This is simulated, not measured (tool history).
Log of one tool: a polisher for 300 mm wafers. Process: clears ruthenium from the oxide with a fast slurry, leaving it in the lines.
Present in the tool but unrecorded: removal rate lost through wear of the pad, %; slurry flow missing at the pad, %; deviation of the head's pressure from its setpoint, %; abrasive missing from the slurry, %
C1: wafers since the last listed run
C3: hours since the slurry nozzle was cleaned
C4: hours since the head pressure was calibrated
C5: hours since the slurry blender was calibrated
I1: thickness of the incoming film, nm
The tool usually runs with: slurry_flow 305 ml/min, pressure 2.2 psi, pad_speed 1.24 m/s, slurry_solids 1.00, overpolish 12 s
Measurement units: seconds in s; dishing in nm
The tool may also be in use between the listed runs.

Run 1, hour 0.0: usual settings; C1 0; wafers polished on this pad 1166; C3 632.9; C4 827.3; C5 83.7; I1 296.9. Result: seconds 76.4 s, dishing 40.7 nm.
Run 2, hour 14.7: usual settings; C1 154; wafers polished on this pad 1321; C3 647.6; C4 842.0; C5 98.4; I1 299.5. Result: seconds 77.3 s, dishing 39.8 nm.
Run 3, hour 37.9: usual settings; C1 243; wafers polished on this pad 1565; C3 670.8; C4 865.2; C5 121.6; I1 301.6. Result: seconds 76.4 s, dishing 40.1 nm.
Run 4, hour 63.3: usual settings but pad_speed 1.02 m/s; C1 266; wafers polished on this pad 1832; C3 696.2; C4 890.6; C5 147.0; I1 306.3. Result: seconds 94.5 s, dishing 32.9 nm.
At hour 88.2: worn pad replaced by a new one.
At hour 97.2: head pressure recalibrated.
Run 5, hour 97.9: usual settings but pad_speed 1.02 m/s; C1 300; wafers polished on this pad 80; C3 730.8; C4 0.7; C5 181.6; I1 301.9. Result: seconds 95.2 s, dishing 33.1 nm.
Run 6, hour 113.4: usual settings; C1 162; wafers polished on this pad 243; C3 746.3; C4 16.2; C5 197.1; I1 294.2. Result: seconds 76.7 s, dishing 39.1 nm.
Run 7, hour 139.4: usual settings; C1 273; wafers polished on this pad 517; C3 772.3; C4 42.2; C5 223.1; I1 304.0. Result: seconds 78.4 s, dishing 40.4 nm.
Run 8, hour 159.0: usual settings; C1 206; wafers polished on this pad 723; C3 791.9; C4 61.8; C5 242.7; I1 297.6. Result: seconds 75.6 s, dishing 39.7 nm.
Run 9, hour 190.7: usual settings; C1 333; wafers polished on this pad 1056; C3 823.6; C4 93.5; C5 274.4; I1 300.6. Result: seconds 79.9 s, dishing 39.4 nm.
Run 10, hour 209.5: usual settings; C1 197; wafers polished on this pad 1253; C3 842.4; C4 112.3; C5 293.2; I1 300.7. Result: seconds 79.3 s, dishing 39.5 nm.
Run 11, hour 241.5: usual settings but pressure 1.8 psi, pad_speed 0.84 m/s, slurry_solids 0.90, overpolish 19 s; C1 336; wafers polished on this pad 1590; C3 874.4; C4 144.3; C5 325.2; I1 301.0. Result: seconds 155.5 s, dishing 31.8 nm.
Run 12, hour 269.6: usual settings but pressure 2.0 psi, slurry_solids 1.25; C1 295; wafers polished on this pad 1885; C3 902.5; C4 172.4; C5 353.3; I1 293.9. Result: seconds 75.8 s, dishing 39.7 nm.
At hour 279.2: worn pad replaced by a new one.
Run 13, hour 294.1: usual settings but slurry_solids 0.70; C1 215; wafers polished on this pad 156; C3 927.0; C4 196.9; C5 377.8; I1 299.2. Result: seconds 114.6 s, dishing 27.3 nm.
Run 14, hour 322.9: usual settings but pad_speed 1.48 m/s; C1 302; wafers polished on this pad 458; C3 955.8; C4 225.7; C5 406.6; I1 298.9. Result: seconds 67.3 s, dishing 45.6 nm.
Run 15, hour 335.8: usual settings but pressure 1.9 psi, pad_speed 0.94 m/s, slurry_solids 0.80; C1 135; wafers polished on this pad 594; C3 968.7; C4 238.6; C5 419.5; I1 299.2. Result: seconds 154.6 s, dishing 21.1 nm.
At hour 367.8: slurry nozzle cleaned.
Run 16, hour 368.3: usual settings but pad_speed 1.46 m/s, overpolish 8 s; C1 331; wafers polished on this pad 925; C3 0.5; C4 271.1; C5 452.0; I1 301.7. Result: seconds 70.7 s, dishing 29.8 nm.
At hour 378.0: slurry blender recalibrated.
Run 17, hour 388.1: usual settings but pressure 1.9 psi, overpolish 10 s; C1 187; wafers polished on this pad 1112; C3 20.3; C4 290.9; C5 10.1; I1 297.3. Result: seconds 85.4 s, dishing 30.3 nm.
Run 18, hour 421.0: usual settings but pad_speed 1.52 m/s, slurry_solids 1.10; C1 345; wafers polished on this pad 1458; C3 53.2; C4 323.8; C5 43.0; I1 299.8. Result: seconds 58.6 s, dishing 51.5 nm.
Run 19, hour 448.0: usual settings but pressure 1.7 psi; C1 283; wafers polished on this pad 1742; C3 80.2; C4 350.8; C5 70.0; I1 296.6. Result: seconds 96.7 s, dishing 32.8 nm.
At hour 465.5: worn pad replaced by a new one.
Run 20, hour 471.1: usual settings but slurry_flow 345 ml/min, pressure 2.6 psi; C1 200; wafers polished on this pad 59; C3 103.3; C4 373.9; C5 93.1; I1 298.7. Result: seconds 63.1 s, dishing 47.4 nm.
Run 21, hour 503.7: usual settings but slurry_flow 250 ml/min, pressure 2.9 psi, pad_speed 1.08 m/s, overpolish 18 s; C1 342; wafers polished on this pad 401; C3 135.9; C4 406.5; C5 125.7; I1 298.6. Result: seconds 67.3 s, dishing 63.8 nm.
Run 22, hour 521.3: usual settings; C1 184; wafers polished on this pad 586; C3 153.5; C4 424.1; C5 143.3; I1 299.0. Result: seconds 76.7 s, dishing 39.5 nm.

Run 23, settings as shown, results not yet in. Your forecast:
Run 23, hour 540.8: usual settings but pressure 1.6 psi, overpolish 6 s; C1 204; wafers polished on this pad 791; C3 173.0; C4 443.6; C5 162.8; I1 300.2. Result: seconds ?, dishing ?.

seconds: 106.8 s
dishing: 15.6 nm
With the hidden condition absent and the run-to-run variation left alone, this run would have shown seconds 105.7 s, dishing 15.7 nm.

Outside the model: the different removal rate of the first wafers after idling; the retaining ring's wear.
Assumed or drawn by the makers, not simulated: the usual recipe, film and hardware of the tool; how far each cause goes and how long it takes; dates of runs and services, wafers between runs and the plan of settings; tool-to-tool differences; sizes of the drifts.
